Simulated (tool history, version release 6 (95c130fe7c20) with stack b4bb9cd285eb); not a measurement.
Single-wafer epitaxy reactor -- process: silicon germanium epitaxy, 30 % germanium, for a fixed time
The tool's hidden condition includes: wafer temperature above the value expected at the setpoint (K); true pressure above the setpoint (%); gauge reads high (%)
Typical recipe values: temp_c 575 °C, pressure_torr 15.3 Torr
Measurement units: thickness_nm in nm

run	hour	temp_c	pressure_torr	wafers since the last listed run	hours since the last pyrometer calibration	hours since the last manometer calibration	hours since the showerhead was replaced	hours since the gauge calibration	read-back reference wafer on the same gauge, thickness_nm	thickness_nm
1	0.0	575	12.9	0	1520.9	1315.7	3563.3	278.2	30.914	32.163
2	43.8	575	15.3	946	1564.7	1359.5	3607.1	322.0	30.977	36.014
3	75.9	575	15.3	693	1596.8	1391.6	3639.2	354.1	30.927	36.146
4	133.4	575	15.3	1241	1654.3	1449.1	3696.7	411.6	31.018	35.977
5	192.4	580	14.1	1274	1713.3	1508.1	3755.7	470.6	31.102	37.679
6	242.0	580	14.1	1071	1762.9	1557.7	3805.3	520.2	30.959	37.946
7	306.7	580	14.1	1397	1827.6	1622.4	3870.0	584.9	30.967	38.109
8	367.5	575	15.3	1313	1888.4	1683.2	3930.8	645.7	30.992	36.428
9	416.5	575	16.7	1058	1937.4	1732.2	3979.8	694.7	31.011	38.359
10	484.7	575	15.3	1473	2005.6	1800.4	4048.0	762.9	31.021	36.235
11	525.2	575	15.3	874	2046.1	1840.9	4088.5	803.4	31.072	36.229
12	553.6	575	15.3	613	2074.5	1869.3	4116.9	831.8	31.019	36.040
13	608.4	575	15.3	1183	2129.3	1924.1	4171.7	886.6	31.049	35.876
14	655.4	575	15.3	1015	2176.3	1971.1	4218.7	933.6	30.998	36.090
15	681.5	575	15.3	563	2202.4	1997.2	4244.8	959.7	30.943	36.162
16	717.0	581	18.1	766	2237.9	2032.7	4280.3	995.2	30.986	45.139
# hour 756.1: pyrometer calibrated
17	768.4	575	15.3	937	12.3	2084.1	4331.7	1046.6	31.023	34.365
# hour 817.4: capacitance manometer re-zeroed and calibrated
18	821.1	568	15.3	965	65.0	3.7	4384.4	1099.3	30.962	30.063
# hour 847.3: gauge calibrated
19	871.8	575	15.3	1095	115.7	54.4	4435.1	24.5	31.002	34.395
20	937.7	586	17.4	1423	181.6	120.3	4501.0	90.4	31.009	46.258
21	977.1	561	15.3	851	221.0	159.7	4540.4	129.8	31.065	26.542
# hour 1028.3: showerhead replaced, of another model than before
22	1034.1	575	15.3	1058	278.0	216.7	5.8	186.8	31.016	35.011
23	1082.4	575	15.3	1043	326.3	265.0	54.1	235.1	31.007	34.937
24	1115.2	589	12.5	708	359.1	297.8	86.9	267.9	30.988	41.330
25	1180.0	569	13.4	1399	423.9	362.6	151.7	332.7	31.037	29.094
26	1204.9	583	17.9	537	448.8	387.5	176.6	357.6	31.017	44.419
27	1233.3	575	15.3	613	477.2	415.9	205.0	386.0	31.066	34.916
28	1294.3	564	11.9	1317	538.2	476.9	266.0	447.0	31.067	25.235
29	1358.5	575	15.3	1386	602.4	541.1	330.2	511.2	31.016	35.587
30	1401.4	564	18.7	926	645.3	584.0	373.1	554.1	30.958	31.655
31	1448.7	575	15.3	1021	692.6	631.3	420.4	601.4	30.944	35.311
32	1504.8	575	15.3	1211	748.7	687.4	476.5	657.5	31.045	35.474
33	1698.6	562	11.6	4185	942.5	881.2	670.3	851.3	30.998	24.234
34	1764.1	565	15.3	1414	1008.0	946.7	735.8	916.8	31.078	29.448
35	1799.3	575	12.9	760	1043.2	981.9	771.0	952.0	31.061	32.750

Consider 4 possible next runs. They are alternatives, not a sequence: every one starts from the tool as it was left by run 35. What does each give?
A	1799.7	585	15.3	8	1043.6	982.3	771.4	952.4	?	?
B	1799.7	564	18.8	8	1043.6	982.3	771.4	952.4	?	?
C	1799.7	575	17.9	8	1043.6	982.3	771.4	952.4	?	?
D	1799.7	579	15.3	8	1043.6	982.3	771.4	952.4	?	?

run	read-back reference wafer on the same gauge, thickness_nm	thickness_nm
A	30.988	42.922
B	30.988	31.670
C	30.988	38.323
D	30.988	38.320
With no hidden state in the tool, these same runs would have given:
run	thickness_nm
A	41.235
B	30.364
C	36.782
D	36.794
